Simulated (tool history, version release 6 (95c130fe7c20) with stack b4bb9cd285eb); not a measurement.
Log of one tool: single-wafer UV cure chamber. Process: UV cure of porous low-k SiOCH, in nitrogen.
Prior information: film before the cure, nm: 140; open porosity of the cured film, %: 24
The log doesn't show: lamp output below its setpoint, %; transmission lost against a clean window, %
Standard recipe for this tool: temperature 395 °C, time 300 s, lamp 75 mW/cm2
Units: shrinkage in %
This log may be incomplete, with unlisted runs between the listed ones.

| run | hour | temperature | time | lamp | wafers since the last listed run | hours since the UV bulbs were replaced | wafers since the quartz window was cleaned | shrinkage |
|---|---|---|---|---|---|---|---|---|
| 1 | 0.0 | 395 | 300 | 75 | 0 | 1821.0 | 542 | 13.404 |
| 2 | 70.6 | 395 | 300 | 75 | 738 | 1891.6 | 1280 | 13.090 |
|  | 123.9 | quartz window cleaned |
| 3 | 125.6 | 395 | 300 | 75 | 491 | 1946.6 | 18 | 13.931 |
| 4 | 153.1 | 395 | 300 | 75 | 287 | 1974.1 | 305 | 13.283 |
| 5 | 224.1 | 395 | 300 | 75 | 742 | 2045.1 | 1048 | 12.409 |
| 6 | 295.5 | 395 | 300 | 75 | 746 | 2116.5 | 1794 | 12.745 |
|  | 326.2 | quartz window cleaned |
| 7 | 346.7 | 395 | 300 | 75 | 451 | 2167.7 | 214 | 13.439 |
| 8 | 382.3 | 395 | 300 | 75 | 372 | 2203.3 | 586 | 12.856 |
| 9 | 427.8 | 395 | 300 | 75 | 475 | 2248.8 | 1062 | 12.788 |
| 10 | 498.5 | 395 | 300 | 75 | 739 | 2319.5 | 1801 | 12.625 |
| 11 | 538.6 | 414 | 300 | 75 | 419 | 2359.6 | 2220 | 13.131 |
|  | 553.8 | quartz window cleaned |
| 12 | 594.2 | 395 | 300 | 75 | 497 | 2415.2 | 422 | 13.803 |
| 13 | 647.8 | 379 | 125 | 100 | 560 | 2468.8 | 982 | 10.264 |
| 14 | 696.5 | 395 | 300 | 75 | 509 | 2517.5 | 1491 | 12.927 |
|  | 745.6 | UV bulbs replaced |
| 15 | 746.1 | 413 | 385 | 93 | 434 | 0.5 | 1926 | 15.481 |
|  | 772.1 | quartz window cleaned |
| 16 | 780.6 | 395 | 300 | 75 | 277 | 35.0 | 88 | 13.614 |
| 17 | 833.9 | 376 | 230 | 103 | 557 | 88.3 | 645 | 13.275 |
| 18 | 885.3 | 395 | 300 | 75 | 537 | 139.7 | 1183 | 12.780 |
| 19 | 922.1 | 403 | 230 | 106 | 384 | 176.5 | 1568 | 13.097 |
|  | 945.1 | quartz window cleaned |
| 20 | 946.8 | 410 | 350 | 40 | 174 | 201.2 | 17 | 11.777 |
| 21 | 997.5 | 389 | 300 | 101 | 530 | 251.9 | 547 | 14.789 |

Give the tool's hidden conditions for every run:
lamp output below its setpoint, %: 0 in every run
H1: transmission lost against a clean window, %
| run | H1 |
|---|---|
| 1 | 12.1 |
| 2 | 18.4 |
| 3 | 3.77 |
| 4 | 10.7 |
| 5 | 19.6 |
| 6 | 22.7 |
| 7 | 7.42 |
| 8 | 13.8 |
| 9 | 18.3 |
| 10 | 21.3 |
| 11 | 22 |
| 12 | 9.6 |
| 13 | 15.9 |
| 14 | 18.6 |
| 15 | 19.9 |
| 16 | 7.01 |
| 17 | 17.2 |
| 18 | 21.7 |
| 19 | 23.3 |
| 20 | 1.2 |
| 21 | 12.2 |
